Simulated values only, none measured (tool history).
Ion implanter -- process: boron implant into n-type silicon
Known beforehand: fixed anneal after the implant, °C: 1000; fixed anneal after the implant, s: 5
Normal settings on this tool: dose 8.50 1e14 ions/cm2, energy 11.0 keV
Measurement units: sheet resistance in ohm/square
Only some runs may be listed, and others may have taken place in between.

run	hour	dose	energy	wafers since the last listed run	hours since the last dose calibration	hours since the extraction supply was calibrated	hours since the gauge calibration	read-back reference wafer on the same gauge, sheet resistance	sheet resistance
1	0.0	8.50	11.0	0	172.4	4891.2	1310.1	178.98	162.34
2	68.4	8.50	11.0	1805	240.8	4959.6	1378.5	178.94	161.40
3	98.5	8.50	11.0	794	270.9	4989.7	1408.6	179.09	161.12
4	136.4	8.50	11.0	1000	308.8	5027.6	1446.5	178.90	162.45
5	170.0	8.50	11.0	886	342.4	5061.2	1480.1	179.00	161.70
6	221.8	7.24	12.0	1367	394.2	5113.0	1531.9	178.99	177.45
7	289.4	7.24	12.0	1784	461.8	5180.6	1599.5	178.86	177.33
8	322.3	7.24	12.0	868	494.7	5213.5	1632.4	178.91	177.07
9	377.8	9.77	11.0	1465	550.2	5269.0	1687.9	178.96	147.43
10	435.0	9.77	11.0	1509	607.4	5326.2	1745.1	179.09	147.68
11	462.9	8.50	11.0	736	635.3	5354.1	1773.0	178.89	159.34
12	507.9	8.50	11.0	1187	680.3	5399.1	1818.0	179.19	158.49
# hour 520.0: Faraday cup replaced and dose calibrated
13	555.6	8.50	11.0	1047	35.6	5446.8	1865.7	179.01	162.48
14	586.7	8.50	11.0	820	66.7	5477.9	1896.8	179.03	163.51
15	630.4	8.50	11.0	1153	110.4	5521.6	1940.5	179.01	162.59
16	657.7	8.50	11.0	720	137.7	5548.9	1967.8	178.99	163.63
17	721.3	7.01	11.0	1678	201.3	5612.5	2031.4	179.06	184.91
18	757.8	7.25	11.0	963	237.8	5649.0	2067.9	179.09	180.48
19	821.8	10.51	9.5	1689	301.8	5713.0	2131.9	178.95	149.89
20	858.2	9.70	11.0	960	338.2	5749.4	2168.3	179.13	149.96
21	917.1	7.01	11.0	1554	397.1	5808.3	2227.2	178.89	183.14
# hour 1059.5: Faraday cup replaced and dose calibrated
22	1107.5	9.70	11.0	4814	48.0	5998.7	2417.6	178.97	149.58
# hour 1117.8: gauge calibrated
23	1246.8	8.50	11.0	3677	187.3	6138.0	129.0	179.07	162.03
24	1288.2	9.67	13.5	1092	228.7	6179.4	170.4	178.87	143.62
25	1312.4	7.01	11.0	638	252.9	6203.6	194.6	178.90	184.83
26	1347.8	8.50	12.0	934	288.3	6239.0	230.0	179.15	160.48
27	1411.9	9.43	7.5	1692	352.4	6303.1	294.1	179.00	169.92
# hour 1531.9: extraction supply calibrated
# hour 1590.3: Faraday cup replaced and dose calibrated
28	1601.2	8.50	8.0	4574	10.9	69.3	483.4	178.83	174.91
29	1630.8	8.50	11.0	781	40.5	98.9	513.0	179.06	162.56
30	1677.0	7.61	11.0	1219	86.7	145.1	559.2	179.03	174.61
31	1722.5	6.28	14.5	1201	132.2	190.6	604.7	178.82	196.14
32	1786.0	6.67	13.5	1676	195.7	254.1	668.2	179.01	189.46
33	1839.6	9.31	12.0	1414	249.3	307.7	721.8	178.85	149.87
34	1907.7	8.50	8.0	1797	317.4	375.8	789.9	178.70	174.49
35	1934.5	8.50	15.0	707	344.2	402.6	816.7	178.97	154.23
36	1989.0	8.50	11.0	1438	398.7	457.1	871.2	179.01	161.19
37	2043.9	7.62	9.5	1449	453.6	512.0	926.1	178.81	177.16
38	2088.7	6.41	14.0	1182	498.4	556.8	970.9	178.97	190.66

How the hidden state differs across the entries between the runs, from the last listed run before each to the first after it:
Run 12 -> run 13: Faraday cup replaced and dose calibrated (hour 520.0)
  deviation of the true dose from the Faraday cup's reading, %: 3.51 -> -0.207
  measured result minus the result with no hidden state, sheet resistance: -3.48 -> +0.21 ohm/square
Run 21 -> run 22: Faraday cup replaced and dose calibrated (hour 1059.5)
  deviation of the true dose from the Faraday cup's reading, %: 0.994 -> -0.225
  measured result minus the result with no hidden state, sheet resistance: -1.29 -> +0.20 ohm/square
Run 22 -> run 23: gauge calibrated (hour 1117.8)
  deviation of the true dose from the Faraday cup's reading, %: -0.225 -> 0.0268
  measured result minus the result with no hidden state, sheet resistance: +0.20 -> -0.03 ohm/square
Run 27 -> run 28: extraction supply calibrated (hour 1531.9); Faraday cup replaced and dose calibrated (hour 1590.3)
  deviation of the true dose from the Faraday cup's reading, %: 0.711 -> -0.0207
  measured result minus the result with no hidden state, sheet resistance: -0.49 -> +0.02 ohm/square
